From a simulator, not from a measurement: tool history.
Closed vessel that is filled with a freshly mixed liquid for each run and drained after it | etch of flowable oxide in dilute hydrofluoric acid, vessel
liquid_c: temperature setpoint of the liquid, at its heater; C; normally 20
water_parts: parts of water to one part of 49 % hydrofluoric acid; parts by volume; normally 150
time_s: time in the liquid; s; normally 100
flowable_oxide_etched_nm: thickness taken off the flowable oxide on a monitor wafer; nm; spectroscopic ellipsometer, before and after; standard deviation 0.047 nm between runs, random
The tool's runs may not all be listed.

run	day	liquid_c	water_parts	time_s	read-back film thickness of the flowable oxide reference wafer, read on the same gauge (nm)	flowable_oxide_etched_nm
1	0	20	150	100	69.99	13.08
2	0.746	20	120	100	70.04	16.75
3	1.4	20	120	100	70.01	16.82
4	1.683	20	120	100	70.03	16.81
5	2.246	23.5	175	100	69.96	12.37
6	2.804	20	150	100	70.03	12.85
7	3.1	20	150	100	70.04	12.91
8	4.762	20	150	100	69.99	12.83
9	5.412	20	150	100	70.01	12.88
10	5.692	20	150	100	69.98	12.76
11	7.029	20	150	100	69.98	12.8
12	7.662	22	150	135	69.94	18.63
13	8.142	20	150	65	69.98	8.27
14	8.533	20	150	125	70.03	15.95
# day 8.767: gauge calibrated
15	9.175	20	150	100	70	12.69
# day 9.262: hydrofluoric acid flow meter replaced
16	9.717	20	150	60	70.06	8.39
# day 9.858: thermometer replaced
17	10.183	17	150	70	69.99	8.62
18	12.067	23.5	90	120	69.97	34.33
19	12.612	22	205	140	70.04	14.53

Alternative continuations, all from the tool just after run 19; predict every row:
A	12.642	20	150	100	?	?
B	12.642	17	80	155	?	?
C	12.642	24	185	120	?	?

run	read-back film thickness of the flowable oxide reference wafer, read on the same gauge (nm)	flowable_oxide_etched_nm
A	70.02	13.85
B	70.02	38.33
C	70.02	15.14
Without the tool's unlogged condition, the same runs would have read:
run	flowable_oxide_etched_nm
A	14.01
B	38.74
C	15.33

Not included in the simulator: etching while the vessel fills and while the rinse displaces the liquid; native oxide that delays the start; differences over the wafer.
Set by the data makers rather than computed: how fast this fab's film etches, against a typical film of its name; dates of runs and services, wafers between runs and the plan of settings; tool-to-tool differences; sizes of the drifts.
